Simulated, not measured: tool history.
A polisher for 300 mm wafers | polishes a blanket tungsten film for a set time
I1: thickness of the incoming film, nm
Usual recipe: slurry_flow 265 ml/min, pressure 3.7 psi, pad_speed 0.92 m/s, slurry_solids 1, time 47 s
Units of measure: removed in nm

run 1 hour=0 | slurry_flow=265 pressure=4.5 pad_speed=0.92 slurry_solids=1 time=47 | I1=741.5 | removed=242.5
run 2 hour=11.6 | slurry_flow=265 pressure=4.5 pad_speed=0.92 slurry_solids=1 time=47 | I1=737.8 | removed=242.9
-- hour=16.8 worn pad replaced by a new one
run 3 hour=21.4 | slurry_flow=265 pressure=4.5 pad_speed=0.92 slurry_solids=1 time=47 | I1=734.3 | removed=240.4
run 4 hour=30.6 | slurry_flow=265 pressure=3.7 pad_speed=1.08 slurry_solids=1 time=47 | I1=756.3 | removed=240.6
-- hour=40.4 slurry tank refilled with fresh slurry and peroxide
run 5 hour=55.6 | slurry_flow=265 pressure=3.7 pad_speed=0.92 slurry_solids=1.25 time=47 | I1=740.9 | removed=229.7
run 6 hour=73.1 | slurry_flow=265 pressure=3.7 pad_speed=0.92 slurry_solids=1.25 time=47 | I1=735.6 | removed=227.9
-- hour=79.2 worn pad replaced by a new one
run 7 hour=117.5 | slurry_flow=265 pressure=3.7 pad_speed=0.92 slurry_solids=1.25 time=47 | I1=744.6 | removed=221.5
run 8 hour=134.5 | slurry_flow=265 pressure=3.3 pad_speed=0.7 slurry_solids=1 time=47 | I1=745 | removed=140.5
-- hour=140.9 worn pad replaced by a new one
run 9 hour=144.2 | slurry_flow=265 pressure=3.3 pad_speed=0.7 slurry_solids=1 time=47 | I1=726.5 | removed=137.3
-- hour=148 slurry nozzle cleaned
run 10 hour=155.5 | slurry_flow=265 pressure=3.3 pad_speed=0.7 slurry_solids=1 time=47 | I1=739.2 | removed=137.3
-- hour=169.1 slurry tank refilled with fresh slurry and peroxide
run 11 hour=170.7 | slurry_flow=265 pressure=3.7 pad_speed=0.92 slurry_solids=0.8 time=47 | I1=733.3 | removed=197
run 12 hour=183.6 | slurry_flow=265 pressure=3.7 pad_speed=0.92 slurry_solids=1.15 time=56 | I1=746 | removed=262.3
run 13 hour=190.4 | slurry_flow=265 pressure=3.7 pad_speed=0.92 slurry_solids=1 time=47 | I1=746 | removed=209.9
-- hour=197.8 slurry blender recalibrated
-- hour=200.7 worn pad replaced by a new one
run 14 hour=201.2 | slurry_flow=265 pressure=4.9 pad_speed=0.92 slurry_solids=1 time=47 | I1=729.5 | removed=264.3
-- hour=213.7 head pressure recalibrated
run 15 hour=214.2 | slurry_flow=265 pressure=3.7 pad_speed=0.92 slurry_solids=1 time=47 | I1=728.3 | removed=206
run 16 hour=221.3 | slurry_flow=265 pressure=3.7 pad_speed=1.18 slurry_solids=1 time=47 | I1=739.5 | removed=261.2
run 17 hour=239 | slurry_flow=265 pressure=4.6 pad_speed=0.92 slurry_solids=1.2 time=47 | I1=731.6 | removed=255.9
run 18 hour=249.7 | slurry_flow=265 pressure=3.7 pad_speed=0.92 slurry_solids=0.85 time=47 | I1=742 | removed=189.5
-- hour=254.8 worn pad replaced by a new one
run 19 hour=260.6 | slurry_flow=265 pressure=3.7 pad_speed=0.92 slurry_solids=1.25 time=47 | I1=739.9 | removed=212.7
run 20 hour=276.8 | slurry_flow=240 pressure=3 pad_speed=0.92 slurry_solids=0.9 time=58 | I1=736.6 | removed=197.5
-- hour=282.5 slurry tank refilled with fresh slurry and peroxide
run 21 hour=291.3 | slurry_flow=265 pressure=3.7 pad_speed=0.92 slurry_solids=1 time=47 | I1=745.1 | removed=214.1

Difference, measured minus no-hidden-state, one row per run. Run-to-run variation is common to both terms; the gauge's own scatter need not be:
Hidden state at play: removal rate lost through wear of the pad, %; slurry flow missing at the pad, %; deviation of the head's pressure from its setpoint, %; abrasive missing from the slurry, %; peroxide lost from the slurry, %.
run=1 removed=-5.2
run=2 removed=-7.6
run=3 removed=-10
run=4 removed=-12.8
run=5 removed=-1.2
run=6 removed=-2.4
run=7 removed=-9.6
run=8 removed=-9.2
run=9 removed=-11.1
run=10 removed=-14.1
run=11 removed=-3.4
run=12 removed=-4.7
run=13 removed=-4.2
run=14 removed=-6.2
run=15 removed=-6.3
run=16 removed=-9.2
run=17 removed=-13
run=18 removed=-11.9
run=19 removed=-16.7
run=20 removed=-21.1
run=21 removed=-0.8

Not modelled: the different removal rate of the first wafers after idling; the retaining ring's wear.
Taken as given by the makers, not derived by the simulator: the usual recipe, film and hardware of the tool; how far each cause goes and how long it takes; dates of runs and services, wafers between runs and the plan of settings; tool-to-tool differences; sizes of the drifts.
